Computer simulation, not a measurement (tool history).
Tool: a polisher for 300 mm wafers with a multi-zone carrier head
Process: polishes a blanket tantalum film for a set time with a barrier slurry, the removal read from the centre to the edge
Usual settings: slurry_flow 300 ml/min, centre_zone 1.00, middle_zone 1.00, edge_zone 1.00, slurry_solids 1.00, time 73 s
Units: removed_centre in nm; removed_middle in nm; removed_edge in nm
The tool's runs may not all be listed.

| run | hour | slurry_flow | centre_zone | middle_zone | edge_zone | slurry_solids | time | incoming thickness of the incoming film, nm | removed_centre | removed_middle | removed_edge |
|---|---|---|---|---|---|---|---|---|---|---|---|
| 1 | 0.0 | 300 | 1.00 | 1.00 | 1.09 | 1.00 | 73 | 371.4 | 159.3 | 159.2 | 164.0 |
|  | 4.4 | edge zone pressure recalibrated |
| 2 | 56.5 | 300 | 0.93 | 1.00 | 1.00 | 1.00 | 66 | 368.6 | 136.1 | 143.4 | 141.7 |
|  | 111.0 | slurry nozzle cleaned |
| 3 | 120.6 | 300 | 1.00 | 1.00 | 1.05 | 0.90 | 55 | 371.6 | 117.2 | 116.7 | 117.1 |
| 4 | 189.9 | 300 | 1.00 | 1.00 | 1.00 | 1.00 | 73 | 367.5 | 161.1 | 160.2 | 159.8 |
| 5 | 240.8 | 300 | 1.00 | 1.08 | 1.05 | 1.00 | 73 | 372.6 | 162.8 | 169.7 | 164.0 |
| 6 | 311.4 | 300 | 1.10 | 1.00 | 0.92 | 0.75 | 73 | 365.4 | 155.8 | 140.4 | 135.5 |
| 7 | 365.2 | 300 | 1.00 | 1.00 | 1.00 | 1.15 | 73 | 375.6 | 170.1 | 169.7 | 164.9 |
| 8 | 392.3 | 300 | 1.12 | 1.00 | 1.00 | 1.00 | 73 | 375.6 | 175.8 | 157.0 | 156.3 |
|  | 442.7 | centre zone pressure recalibrated |
| 9 | 443.8 | 300 | 1.00 | 1.00 | 1.00 | 1.00 | 84 | 366.7 | 179.5 | 186.3 | 178.8 |
|  | 461.5 | worn pad replaced by a new one |
| 10 | 470.4 | 300 | 0.95 | 1.00 | 1.00 | 1.00 | 97 | 374.8 | 196.5 | 203.7 | 207.7 |
| 11 | 534.7 | 355 | 1.00 | 1.10 | 1.00 | 1.00 | 73 | 365.7 | 156.3 | 168.5 | 157.8 |
|  | 567.4 | slurry nozzle cleaned |
| 12 | 591.4 | 300 | 1.00 | 1.10 | 0.93 | 1.00 | 59 | 370.9 | 129.0 | 140.3 | 123.9 |
| 13 | 627.3 | 300 | 1.00 | 1.05 | 1.03 | 1.00 | 73 | 372.3 | 159.3 | 165.3 | 163.1 |
| 14 | 689.6 | 300 | 1.00 | 1.00 | 1.00 | 0.85 | 73 | 372.2 | 148.9 | 152.1 | 152.3 |
| 15 | 746.5 | 300 | 0.94 | 1.00 | 1.04 | 1.00 | 73 | 371.5 | 151.0 | 161.4 | 160.4 |
| 16 | 793.3 | 300 | 1.00 | 1.00 | 1.09 | 1.00 | 73 | 372.4 | 158.8 | 160.8 | 166.1 |
|  | 848.0 | edge zone pressure recalibrated |
| 17 | 849.4 | 300 | 1.00 | 1.00 | 1.00 | 1.00 | 73 | 375.3 | 158.2 | 162.2 | 157.1 |
| 18 | 918.0 | 300 | 1.00 | 1.00 | 1.00 | 1.00 | 73 | 366.3 | 157.4 | 156.3 | 157.4 |
|  | 922.4 | worn pad replaced by a new one |
| 19 | 944.0 | 300 | 1.00 | 1.00 | 1.00 | 1.00 | 73 | 362.5 | 156.9 | 159.4 | 155.9 |
| 20 | 978.1 | 300 | 1.00 | 1.10 | 0.91 | 1.00 | 73 | 364.7 | 156.1 | 172.2 | 148.2 |

5 ways to go on from here, each from the tool as it stands after run 20. What would each give?
| A | 978.5 | 335 | 1.00 | 1.00 | 1.00 | 1.00 | 73 | 368.0 | ? | ? | ? |
| B | 978.5 | 300 | 0.96 | 1.00 | 1.00 | 1.00 | 91 | 368.0 | ? | ? | ? |
| C | 978.5 | 300 | 1.09 | 1.00 | 1.00 | 1.25 | 73 | 368.0 | ? | ? | ? |
| D | 978.5 | 265 | 1.00 | 1.00 | 0.96 | 1.00 | 73 | 368.0 | ? | ? | ? |
| E | 978.5 | 390 | 1.00 | 1.04 | 1.04 | 1.00 | 93 | 368.0 | ? | ? | ? |

| run | removed_centre | removed_middle | removed_edge |
|---|---|---|---|
| A | 157.6 | 153.5 | 157.3 |
| B | 188.4 | 189.6 | 194.7 |
| C | 178.4 | 162.5 | 166.9 |
| D | 154.1 | 150.4 | 151.9 |
| E | 203.6 | 204.7 | 206.1 |
Without the tool's hidden state the same runs would have given:
| run | removed_centre | removed_middle | removed_edge |
|---|---|---|---|
| A | 160.7 | 157.0 | 160.0 |
| B | 192.4 | 194.3 | 198.4 |
| C | 182.3 | 166.5 | 170.0 |
| D | 157.8 | 154.4 | 155.0 |
| E | 207.0 | 208.8 | 209.3 |

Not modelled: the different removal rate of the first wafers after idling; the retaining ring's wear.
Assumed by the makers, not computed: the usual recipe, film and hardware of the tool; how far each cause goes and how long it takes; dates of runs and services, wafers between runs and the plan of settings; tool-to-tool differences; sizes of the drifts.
